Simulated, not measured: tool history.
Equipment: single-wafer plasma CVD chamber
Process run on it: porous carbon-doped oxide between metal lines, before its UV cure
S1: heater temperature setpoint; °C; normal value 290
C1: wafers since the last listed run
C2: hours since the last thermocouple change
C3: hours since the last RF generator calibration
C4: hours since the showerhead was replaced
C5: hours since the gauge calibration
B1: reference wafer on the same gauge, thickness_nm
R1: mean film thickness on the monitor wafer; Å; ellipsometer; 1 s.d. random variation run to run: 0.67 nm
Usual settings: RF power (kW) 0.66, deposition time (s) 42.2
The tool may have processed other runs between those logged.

{"run": 1, "hour": 0.0, "S1": 290, "RF power (kW)": 0.66, "deposition time (s)": 42.2, "C1": 0, "C2": 1742.5, "C3": 986.4, "C4": 4701.5, "C5": 110.9, "B1": 232.819, "R1": 2643.96}
{"run": 2, "hour": 43.4, "S1": 290, "RF power (kW)": 0.66, "deposition time (s)": 42.2, "C1": 933, "C2": 1785.9, "C3": 1029.8, "C4": 4744.9, "C5": 154.3, "B1": 233.01, "R1": 2629.49}
{"run": 3, "hour": 49.5, "S1": 280, "RF power (kW)": 0.66, "deposition time (s)": 42.2, "C1": 131, "C2": 1792, "C3": 1035.9, "C4": 4751, "C5": 160.4, "B1": 233.103, "R1": 2830.54}
{"run": 4, "hour": 59.0, "S1": 280, "RF power (kW)": 0.66, "deposition time (s)": 42.2, "C1": 204, "C2": 1801.5, "C3": 1045.4, "C4": 4760.5, "C5": 169.9, "B1": 232.958, "R1": 2821.35}
{"run": 5, "hour": 73.5, "S1": 280, "RF power (kW)": 0.66, "deposition time (s)": 42.2, "C1": 311, "C2": 1816, "C3": 1059.9, "C4": 4775, "C5": 184.4, "B1": 233.253, "R1": 2837.69}
{"run": 6, "hour": 88.8, "S1": 298, "RF power (kW)": 0.66, "deposition time (s)": 42.2, "C1": 329, "C2": 1831.3, "C3": 1075.2, "C4": 4790.3, "C5": 199.7, "B1": 232.744, "R1": 2496.24}
{"hour": 99.9, "done": "showerhead replaced"}
{"run": 7, "hour": 101.4, "S1": 298, "RF power (kW)": 0.66, "deposition time (s)": 42.2, "C1": 98, "C2": 1843.9, "C3": 1087.8, "C4": 1.5, "C5": 212.3, "B1": 233.051, "R1": 2500.59}
{"run": 8, "hour": 113.6, "S1": 298, "RF power (kW)": 0.66, "deposition time (s)": 42.2, "C1": 262, "C2": 1856.1, "C3": 1100, "C4": 13.7, "C5": 224.5, "B1": 232.948, "R1": 2483.63}
{"run": 9, "hour": 129.1, "S1": 290, "RF power (kW)": 0.575, "deposition time (s)": 42.2, "C1": 333, "C2": 1871.6, "C3": 1115.5, "C4": 29.2, "C5": 240, "B1": 232.76, "R1": 2396.03}
{"hour": 146.1, "done": "thermocouple changed; heater temperature recalibrated"}
{"run": 10, "hour": 146.6, "S1": 290, "RF power (kW)": 0.575, "deposition time (s)": 42.2, "C1": 204, "C2": 0.5, "C3": 1133, "C4": 46.7, "C5": 257.5, "B1": 233.11, "R1": 2394.91}
{"run": 11, "hour": 159.2, "S1": 290, "RF power (kW)": 0.66, "deposition time (s)": 40, "C1": 271, "C2": 13.1, "C3": 1145.6, "C4": 59.3, "C5": 270.1, "B1": 233.049, "R1": 2503.67}
{"run": 12, "hour": 172.6, "S1": 290, "RF power (kW)": 0.595, "deposition time (s)": 38.6, "C1": 288, "C2": 26.5, "C3": 1159, "C4": 72.7, "C5": 283.5, "B1": 233.137, "R1": 2245.89}
{"hour": 193.7, "done": "RF generator calibrated"}
{"run": 13, "hour": 194.2, "S1": 290, "RF power (kW)": 0.66, "deposition time (s)": 42.2, "C1": 292, "C2": 48.1, "C3": 0.5, "C4": 94.3, "C5": 305.1, "B1": 233.075, "R1": 2630.8}
{"run": 14, "hour": 199.9, "S1": 304, "RF power (kW)": 0.66, "deposition time (s)": 49, "C1": 122, "C2": 53.8, "C3": 6.2, "C4": 100, "C5": 310.8, "B1": 232.765, "R1": 2790.02}
{"run": 15, "hour": 206.5, "S1": 290, "RF power (kW)": 0.66, "deposition time (s)": 42.2, "C1": 142, "C2": 60.4, "C3": 12.8, "C4": 106.6, "C5": 317.4, "B1": 233.047, "R1": 2630.67}
{"run": 16, "hour": 221.3, "S1": 276, "RF power (kW)": 0.565, "deposition time (s)": 37.5, "C1": 318, "C2": 75.2, "C3": 27.6, "C4": 121.4, "C5": 332.2, "B1": 232.77, "R1": 2337.31}
{"run": 17, "hour": 230.5, "S1": 282, "RF power (kW)": 0.77, "deposition time (s)": 36.3, "C1": 197, "C2": 84.4, "C3": 36.8, "C4": 130.6, "C5": 341.4, "B1": 233.058, "R1": 2672.7}
{"hour": 233.2, "done": "gauge calibrated"}
{"run": 18, "hour": 242.9, "S1": 290, "RF power (kW)": 0.66, "deposition time (s)": 38.7, "C1": 266, "C2": 96.8, "C3": 49.2, "C4": 143, "C5": 9.7, "B1": 232.796, "R1": 2423.19}
{"run": 19, "hour": 252.9, "S1": 281, "RF power (kW)": 0.575, "deposition time (s)": 46.4, "C1": 215, "C2": 106.8, "C3": 59.2, "C4": 153, "C5": 19.7, "B1": 233.15, "R1": 2799.82}
{"run": 20, "hour": 265.4, "S1": 290, "RF power (kW)": 0.66, "deposition time (s)": 42.2, "C1": 268, "C2": 119.3, "C3": 71.7, "C4": 165.5, "C5": 32.2, "B1": 233.261, "R1": 2645.79}
{"run": 21, "hour": 274.3, "S1": 294, "RF power (kW)": 0.59, "deposition time (s)": 35.8, "C1": 191, "C2": 128.2, "C3": 80.6, "C4": 174.4, "C5": 41.1, "B1": 232.694, "R1": 2023}
{"run": 22, "hour": 281.9, "S1": 277, "RF power (kW)": 0.66, "deposition time (s)": 42.2, "C1": 163, "C2": 135.8, "C3": 88.2, "C4": 182, "C5": 48.7, "B1": 232.935, "R1": 2884.32}
{"run": 23, "hour": 293.5, "S1": 290, "RF power (kW)": 0.66, "deposition time (s)": 42.2, "C1": 249, "C2": 147.4, "C3": 99.8, "C4": 193.6, "C5": 60.3, "B1": 233.029, "R1": 2644.81}

For each run, what was the tool's unlogged condition?
wafer temperature above the value expected at the setpoint (K): 0 in every run
delivered RF power above the setpoint (%): 0 in every run
gauge reads high (%): 0 in every run

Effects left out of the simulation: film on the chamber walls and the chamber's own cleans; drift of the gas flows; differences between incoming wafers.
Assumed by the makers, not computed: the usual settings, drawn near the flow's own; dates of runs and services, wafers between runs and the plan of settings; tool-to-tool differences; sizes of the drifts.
